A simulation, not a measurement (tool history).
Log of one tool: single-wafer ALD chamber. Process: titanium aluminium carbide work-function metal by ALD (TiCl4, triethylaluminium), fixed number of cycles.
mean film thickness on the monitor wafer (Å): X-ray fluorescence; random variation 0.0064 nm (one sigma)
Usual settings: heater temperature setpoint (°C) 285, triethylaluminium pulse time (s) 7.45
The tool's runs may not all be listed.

run	hour	heater temperature setpoint (°C)	triethylaluminium pulse time (s)	wafers since the last listed run	hours since the last thermocouple change	hours since the last triethylaluminium bottle change	hours since the showerhead was replaced	hours since the gauge calibration	read-back reference wafer on the same gauge, thickness_nm	mean film thickness on the monitor wafer (Å)
1	0	274	8.15	0	1923.5	1667.1	6266.9	77	1.87	15.81
2	19.7	285	6.81	139	1943.2	1686.8	6286.6	96.7	1.869	15.32
3	52.1	285	6.81	229	1975.6	1719.2	6319	129.1	1.872	15.36
4	67.3	285	6.81	107	1990.8	1734.4	6334.2	144.3	1.869	15.3
5	88.4	285	7.45	149	2011.9	1755.5	6355.3	165.4	1.868	16
6	120.6	285	7.45	227	2044.1	1787.7	6387.5	197.6	1.87	16.01
7	134.4	285	7.45	97	2057.9	1801.5	6401.3	211.4	1.87	15.85
# hour 146.6: triethylaluminium bottle replaced
# hour 150.7: thermocouple changed; heater temperature recalibrated
# hour 162.8: showerhead replaced
8	163.3	285	7.45	62	12.6	16.7	0.5	240.3	1.871	18.34
9	169.8	285	9.49	46	19.1	23.2	7	246.8	1.871	19.22
10	191.3	285	6.81	152	40.6	44.7	28.5	268.3	1.871	17.98
# hour 198.2: gauge calibrated
11	218.9	299	8.63	195	68.2	72.3	56.1	20.7	1.87	19.85
12	233.8	277	5.74	105	83.1	87.2	71	35.6	1.869	16.26
13	257.2	278	10.19	165	106.5	110.6	94.4	59	1.869	18.75
14	269.6	285	7.45	87	118.9	123	106.8	71.4	1.871	18.08
15	293	275	8.3	165	142.3	146.4	130.2	94.8	1.87	17.74
16	307.1	298	5.53	99	156.4	160.5	144.3	108.9	1.869	17.31

What the log doesn't show, run by run:
wafer temperature above the value expected at the setpoint (K): 0 in every run
gauge reads high (%): 0 in every run
H1: triethylaluminium dose above that of a fresh bottle (%)
run	H1
1	-37
2	-37.1
3	-37.2
4	-37.3
5	-37.4
6	-37.5
7	-37.5
8	-1.79
9	-2.17
10	-3.39
11	-4.89
12	-5.67
13	-6.86
14	-7.47
15	-8.59
16	-9.25

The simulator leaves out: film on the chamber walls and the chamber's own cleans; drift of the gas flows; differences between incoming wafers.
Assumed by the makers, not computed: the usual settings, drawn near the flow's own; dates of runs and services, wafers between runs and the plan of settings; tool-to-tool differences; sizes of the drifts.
